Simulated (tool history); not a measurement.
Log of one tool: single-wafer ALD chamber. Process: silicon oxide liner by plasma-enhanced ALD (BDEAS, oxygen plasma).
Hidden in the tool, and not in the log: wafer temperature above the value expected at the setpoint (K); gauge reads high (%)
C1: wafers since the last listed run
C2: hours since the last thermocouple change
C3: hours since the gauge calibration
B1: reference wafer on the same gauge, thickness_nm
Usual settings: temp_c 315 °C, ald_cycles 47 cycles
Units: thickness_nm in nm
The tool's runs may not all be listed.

{"run": 1, "hour": 0.0, "temp_c": 315, "ald_cycles": 47, "C1": 0, "C2": 1892.1, "C3": 262.8, "B1": 4.786, "thickness_nm": 4.506}
{"run": 2, "hour": 210.6, "temp_c": 305, "ald_cycles": 47, "C1": 1264, "C2": 2102.7, "C3": 473.4, "B1": 4.773, "thickness_nm": 4.554}
{"run": 3, "hour": 265.3, "temp_c": 305, "ald_cycles": 47, "C1": 328, "C2": 2157.4, "C3": 528.1, "B1": 4.771, "thickness_nm": 4.573}
{"run": 4, "hour": 356.1, "temp_c": 305, "ald_cycles": 47, "C1": 545, "C2": 2248.2, "C3": 618.9, "B1": 4.76, "thickness_nm": 4.561}
{"run": 5, "hour": 436.8, "temp_c": 315, "ald_cycles": 47, "C1": 484, "C2": 2328.9, "C3": 699.6, "B1": 4.758, "thickness_nm": 4.477}
{"run": 6, "hour": 526.3, "temp_c": 315, "ald_cycles": 47, "C1": 537, "C2": 2418.4, "C3": 789.1, "B1": 4.764, "thickness_nm": 4.495}
{"run": 7, "hour": 621.7, "temp_c": 315, "ald_cycles": 47, "C1": 572, "C2": 2513.8, "C3": 884.5, "B1": 4.753, "thickness_nm": 4.488}
{"run": 8, "hour": 672.0, "temp_c": 306, "ald_cycles": 43, "C1": 302, "C2": 2564.1, "C3": 934.8, "B1": 4.756, "thickness_nm": 4.173}
{"run": 9, "hour": 734.3, "temp_c": 306, "ald_cycles": 43, "C1": 374, "C2": 2626.4, "C3": 997.1, "B1": 4.748, "thickness_nm": 4.159}
{"run": 10, "hour": 783.3, "temp_c": 306, "ald_cycles": 43, "C1": 294, "C2": 2675.4, "C3": 1046.1, "B1": 4.755, "thickness_nm": 4.165}
{"run": 11, "hour": 866.8, "temp_c": 326, "ald_cycles": 47, "C1": 501, "C2": 2758.9, "C3": 1129.6, "B1": 4.75, "thickness_nm": 4.429}
{"run": 12, "hour": 969.7, "temp_c": 326, "ald_cycles": 47, "C1": 617, "C2": 2861.8, "C3": 1232.5, "B1": 4.749, "thickness_nm": 4.42}
{"run": 13, "hour": 1076.1, "temp_c": 315, "ald_cycles": 47, "C1": 638, "C2": 2968.2, "C3": 1338.9, "B1": 4.754, "thickness_nm": 4.489}
{"run": 14, "hour": 1161.7, "temp_c": 319, "ald_cycles": 47, "C1": 514, "C2": 3053.8, "C3": 1424.5, "B1": 4.744, "thickness_nm": 4.464}
{"run": 15, "hour": 1267.5, "temp_c": 319, "ald_cycles": 47, "C1": 635, "C2": 3159.6, "C3": 1530.3, "B1": 4.745, "thickness_nm": 4.461}
{"run": 16, "hour": 1343.6, "temp_c": 319, "ald_cycles": 47, "C1": 456, "C2": 3235.7, "C3": 1606.4, "B1": 4.749, "thickness_nm": 4.461}
{"run": 17, "hour": 1429.0, "temp_c": 315, "ald_cycles": 49, "C1": 512, "C2": 3321.1, "C3": 1691.8, "B1": 4.746, "thickness_nm": 4.685}
{"hour": 1447.1, "done": "thermocouple changed; heater temperature recalibrated"}
{"run": 18, "hour": 1527.4, "temp_c": 315, "ald_cycles": 49, "C1": 542, "C2": 80.3, "C3": 1790.2, "B1": 4.736, "thickness_nm": 4.683}
{"run": 19, "hour": 1580.4, "temp_c": 315, "ald_cycles": 53, "C1": 318, "C2": 133.3, "C3": 1843.2, "B1": 4.745, "thickness_nm": 5.06}
{"run": 20, "hour": 1651.4, "temp_c": 315, "ald_cycles": 54, "C1": 426, "C2": 204.3, "C3": 1914.2, "B1": 4.743, "thickness_nm": 5.149}
{"run": 21, "hour": 1741.2, "temp_c": 323, "ald_cycles": 50, "C1": 539, "C2": 294.1, "C3": 2004, "B1": 4.741, "thickness_nm": 4.729}
{"run": 22, "hour": 1839.7, "temp_c": 315, "ald_cycles": 52, "C1": 591, "C2": 392.6, "C3": 2102.5, "B1": 4.745, "thickness_nm": 4.94}
{"run": 23, "hour": 1886.7, "temp_c": 327, "ald_cycles": 47, "C1": 282, "C2": 439.6, "C3": 2149.5, "B1": 4.741, "thickness_nm": 4.429}
{"hour": 1943.3, "done": "gauge calibrated"}
{"run": 24, "hour": 1957.2, "temp_c": 329, "ald_cycles": 41, "C1": 423, "C2": 510.1, "C3": 13.9, "B1": 4.793, "thickness_nm": 3.878}
{"run": 25, "hour": 2052.1, "temp_c": 315, "ald_cycles": 47, "C1": 569, "C2": 605, "C3": 108.8, "B1": 4.781, "thickness_nm": 4.512}
{"run": 26, "hour": 2153.2, "temp_c": 327, "ald_cycles": 54, "C1": 607, "C2": 706.1, "C3": 209.9, "B1": 4.776, "thickness_nm": 5.102}
{"run": 27, "hour": 2236.3, "temp_c": 315, "ald_cycles": 41, "C1": 499, "C2": 789.2, "C3": 293, "B1": 4.776, "thickness_nm": 3.917}
{"run": 28, "hour": 2317.2, "temp_c": 315, "ald_cycles": 43, "C1": 485, "C2": 870.1, "C3": 373.9, "B1": 4.762, "thickness_nm": 4.124}
{"run": 29, "hour": 2391.0, "temp_c": 315, "ald_cycles": 47, "C1": 443, "C2": 943.9, "C3": 447.7, "B1": 4.756, "thickness_nm": 4.492}
{"run": 30, "hour": 2469.0, "temp_c": 311, "ald_cycles": 51, "C1": 468, "C2": 1021.9, "C3": 525.7, "B1": 4.755, "thickness_nm": 4.896}
{"run": 31, "hour": 2574.7, "temp_c": 304, "ald_cycles": 50, "C1": 634, "C2": 1127.6, "C3": 631.4, "B1": 4.748, "thickness_nm": 4.861}
{"run": 32, "hour": 2625.0, "temp_c": 319, "ald_cycles": 41, "C1": 302, "C2": 1177.9, "C3": 681.7, "B1": 4.748, "thickness_nm": 3.903}
{"run": 33, "hour": 2732.8, "temp_c": 322, "ald_cycles": 54, "C1": 647, "C2": 1285.7, "C3": 789.5, "B1": 4.741, "thickness_nm": 5.096}
{"run": 34, "hour": 2795.2, "temp_c": 304, "ald_cycles": 44, "C1": 374, "C2": 1348.1, "C3": 851.9, "B1": 4.74, "thickness_nm": 4.256}
{"run": 35, "hour": 2883.8, "temp_c": 321, "ald_cycles": 56, "C1": 532, "C2": 1436.7, "C3": 940.5, "B1": 4.743, "thickness_nm": 5.281}
{"run": 36, "hour": 2990.9, "temp_c": 305, "ald_cycles": 47, "C1": 643, "C2": 1543.8, "C3": 1047.6, "B1": 4.736, "thickness_nm": 4.535}
{"run": 37, "hour": 3066.1, "temp_c": 315, "ald_cycles": 47, "C1": 451, "C2": 1619, "C3": 1122.8, "B1": 4.733, "thickness_nm": 4.464}
{"run": 38, "hour": 3119.0, "temp_c": 303, "ald_cycles": 39, "C1": 317, "C2": 1671.9, "C3": 1175.7, "B1": 4.734, "thickness_nm": 3.754}

Forecast each of these 5 alternatives for the next run:
{"run": "A", "hour": 3119.5, "temp_c": 315, "ald_cycles": 47, "C1": 3, "C2": 1672.4, "C3": 1176.2, "B1": "?", "thickness_nm": "?"}
{"run": "B", "hour": 3119.5, "temp_c": 315, "ald_cycles": 51, "C1": 3, "C2": 1672.4, "C3": 1176.2, "B1": "?", "thickness_nm": "?"}
{"run": "C", "hour": 3119.5, "temp_c": 310, "ald_cycles": 52, "C1": 3, "C2": 1672.4, "C3": 1176.2, "B1": "?", "thickness_nm": "?"}
{"run": "D", "hour": 3119.5, "temp_c": 323, "ald_cycles": 54, "C1": 3, "C2": 1672.4, "C3": 1176.2, "B1": "?", "thickness_nm": "?"}
{"run": "E", "hour": 3119.5, "temp_c": 322, "ald_cycles": 51, "C1": 3, "C2": 1672.4, "C3": 1176.2, "B1": "?", "thickness_nm": "?"}

run=A B1=4.738 thickness_nm=4.479
run=B B1=4.738 thickness_nm=4.86
run=C B1=4.738 thickness_nm=4.988
run=D B1=4.738 thickness_nm=5.091
run=E B1=4.738 thickness_nm=4.815
Without the tool's hidden state the same runs would have given:
run=A thickness_nm=4.541
run=B thickness_nm=4.927
run=C thickness_nm=5.057
run=D thickness_nm=5.162
run=E thickness_nm=4.882

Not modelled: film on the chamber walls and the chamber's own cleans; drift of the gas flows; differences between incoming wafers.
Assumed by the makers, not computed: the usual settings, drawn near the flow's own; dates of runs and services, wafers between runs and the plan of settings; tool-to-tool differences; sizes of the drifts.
